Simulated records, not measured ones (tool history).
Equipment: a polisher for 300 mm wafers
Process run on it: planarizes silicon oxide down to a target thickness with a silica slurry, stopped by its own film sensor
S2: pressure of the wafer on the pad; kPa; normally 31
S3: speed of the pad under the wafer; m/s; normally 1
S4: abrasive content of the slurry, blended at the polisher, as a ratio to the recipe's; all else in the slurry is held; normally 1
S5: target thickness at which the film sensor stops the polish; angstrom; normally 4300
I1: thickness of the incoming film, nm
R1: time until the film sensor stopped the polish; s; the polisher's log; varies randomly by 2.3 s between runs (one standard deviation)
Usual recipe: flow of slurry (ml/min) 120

Run 1, hour 0: usual settings but flow of slurry (ml/min) 140, S4 1.1; I1 849.8. Result: R1 150.4 s.
Run 2, hour 102.4: usual settings; I1 863.1. Result: R1 177.7 s.
Run 3, hour 148.1: usual settings; I1 836.9. Result: R1 169.8 s.
At hour 163.4: worn pad replaced by a new one.
Run 4, hour 216.2: usual settings; I1 837.4. Result: R1 151.7 s.
Run 5, hour 318.4: usual settings; I1 862.4. Result: R1 168.1 s.
At hour 393: slurry blender recalibrated.
Run 6, hour 418.2: usual settings; I1 859.6. Result: R1 171.8 s.
At hour 493.3: conditioning disc replaced and pad reconditioned.
Run 7, hour 515.7: usual settings; I1 837.1. Result: R1 175.9 s.
Run 8, hour 553: usual settings; I1 837.6. Result: R1 178.5 s.
At hour 568.9: slurry nozzle cleaned.
Run 9, hour 593.8: usual settings; I1 853.4. Result: R1 168.2 s.
At hour 615.5: worn pad replaced by a new one.
At hour 655.8: head pressure recalibrated.
Run 10, hour 690.3: usual settings but S4 0.9; I1 849.3. Result: R1 163.8 s.
Run 11, hour 729.6: usual settings; I1 839.1. Result: R1 154.3 s.
Run 12, hour 775.6: usual settings but flow of slurry (ml/min) 140, S2 38.6 kPa, S3 1.12 m/s, S5 3330 angstrom; I1 862.3. Result: R1 143.7 s.
At hour 788.9: slurry blender recalibrated.
Run 13, hour 879.8: usual settings but S2 41.4 kPa, S4 0.75; I1 840.7. Result: R1 163 s.
Run 14, hour 929.2: usual settings; I1 831.1. Result: R1 167.7 s.
At hour 994.5: conditioning disc replaced and pad reconditioned.
Run 15, hour 1023.8: usual settings but flow of slurry (ml/min) 90; I1 855.3. Result: R1 196.5 s.
At hour 1043.3: worn pad replaced by a new one.
Run 16, hour 1080.9: usual settings but S4 0.7, S5 2930 angstrom; I1 857.2. Result: R1 302.6 s.
Run 17, hour 1157.9: usual settings but S2 35.9 kPa; I1 854.6. Result: R1 145.2 s.
At hour 1241.5: slurry nozzle cleaned.
Run 18, hour 1245.3: usual settings but S3 0.74 m/s, S4 1.25; I1 856. Result: R1 173.6 s.
At hour 1275.6: slurry blender recalibrated.
Run 19, hour 1291.5: usual settings but S3 0.8 m/s, S5 5090 angstrom; I1 837.5. Result: R1 147.8 s.
Run 20, hour 1354.1: usual settings; I1 851.8. Result: R1 162.7 s.
Run 21, hour 1393.9: usual settings but S4 0.9; I1 846.8. Result: R1 187.1 s.
Run 22, hour 1436: usual settings but flow of slurry (ml/min) 155, S3 0.88 m/s; I1 852.8. Result: R1 183.2 s.
Run 23, hour 1483.9: usual settings; I1 849.3. Result: R1 183.4 s.
At hour 1516.2: worn pad replaced by a new one.
At hour 1524.6: conditioning disc replaced and pad reconditioned.
Run 24, hour 1579.2: usual settings; I1 856.3. Result: R1 157.8 s.
Run 25, hour 1652.6: usual settings but flow of slurry (ml/min) 85, S2 20 kPa, S4 0.8, S5 5430 angstrom; I1 861.3. Result: R1 250.2 s.
Run 26, hour 1694.1: usual settings but flow of slurry (ml/min) 150, S2 26.9 kPa, S3 0.8 m/s; I1 858. Result: R1 226.3 s.

Here are 3 independent what-if runs from the current tool condition. What would each one return?
Run A, hour 1694.6: usual settings but S3 0.8 m/s; I1 859.1. Result: R1 ?.
Run B, hour 1694.6: usual settings but S2 35.9 kPa, S4 0.85; I1 859.1. Result: R1 ?.
Run C, hour 1694.6: usual settings but S4 1.2; I1 859.1. Result: R1 ?.

run     R1
  A  198.2
  B    164
  C  147.5
Without the tool's hidden state the same runs would have given:
run     R1
  A  168.7
  B  139.6
  C  125.6
